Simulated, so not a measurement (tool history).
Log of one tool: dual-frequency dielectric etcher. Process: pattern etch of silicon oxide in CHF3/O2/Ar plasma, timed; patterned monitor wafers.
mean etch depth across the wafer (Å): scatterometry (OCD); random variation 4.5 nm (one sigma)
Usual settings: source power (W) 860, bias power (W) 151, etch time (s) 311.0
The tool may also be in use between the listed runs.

| run | day | source power (W) | bias power (W) | etch time (s) | read-back reference wafer on the same gauge, depth_nm | mean etch depth across the wafer (Å) |
|---|---|---|---|---|---|---|
| 1 | 0.000 | 920 | 151 | 311.0 | 600.4 | 6837 |
| 2 | 2.662 | 920 | 151 | 311.0 | 601.3 | 6741 |
| 3 | 5.475 | 920 | 151 | 311.0 | 600.8 | 6872 |
| 4 | 6.683 | 860 | 151 | 311.0 | 601.9 | 6672 |
| 5 | 9.208 | 860 | 151 | 311.0 | 601.3 | 6591 |
|  | 12.562 | upper electrode replaced |
| 6 | 12.583 | 860 | 180 | 333.0 | 601.6 | 7629 |
| 7 | 14.392 | 860 | 151 | 311.0 | 600.7 | 6696 |
| 8 | 16.562 | 690 | 129 | 274.5 | 601.2 | 5134 |
|  | 18.046 | wet clean of the chamber |
| 9 | 19.125 | 860 | 151 | 311.0 | 601.0 | 6741 |
| 10 | 21.162 | 730 | 161 | 311.0 | 600.8 | 6446 |
|  | 21.888 | source power generator calibrated |
|  | 21.954 | gauge calibrated |
| 11 | 23.404 | 860 | 151 | 311.0 | 601.8 | 6655 |
|  | 25.517 | bias power generator calibrated |
| 12 | 26.088 | 860 | 151 | 311.0 | 601.5 | 6598 |
| 13 | 27.162 | 860 | 124 | 346.5 | 601.2 | 6930 |
| 14 | 29.229 | 640 | 135 | 223.0 | 600.5 | 4130 |
| 15 | 35.479 | 860 | 177 | 311.0 | 601.0 | 7085 |

3 ways to go on from here, each from the tool as it stands after run 15. What would each give?
| A | 35.500 | 680 | 151 | 311.0 | ? | ? |
| B | 35.500 | 790 | 133 | 378.5 | ? | ? |
| C | 35.500 | 930 | 161 | 398.0 | ? | ? |

| run | read-back reference wafer on the same gauge, depth_nm | mean etch depth across the wafer (Å) |
|---|---|---|
| A | 601.9 | 6164 |
| B | 601.9 | 7515 |
| C | 601.9 | 8956 |
Without the tool's hidden state the same runs would have given:
| run | mean etch depth across the wafer (Å) |
|---|---|
| A | 6164 |
| B | 7515 |
| C | 8956 |
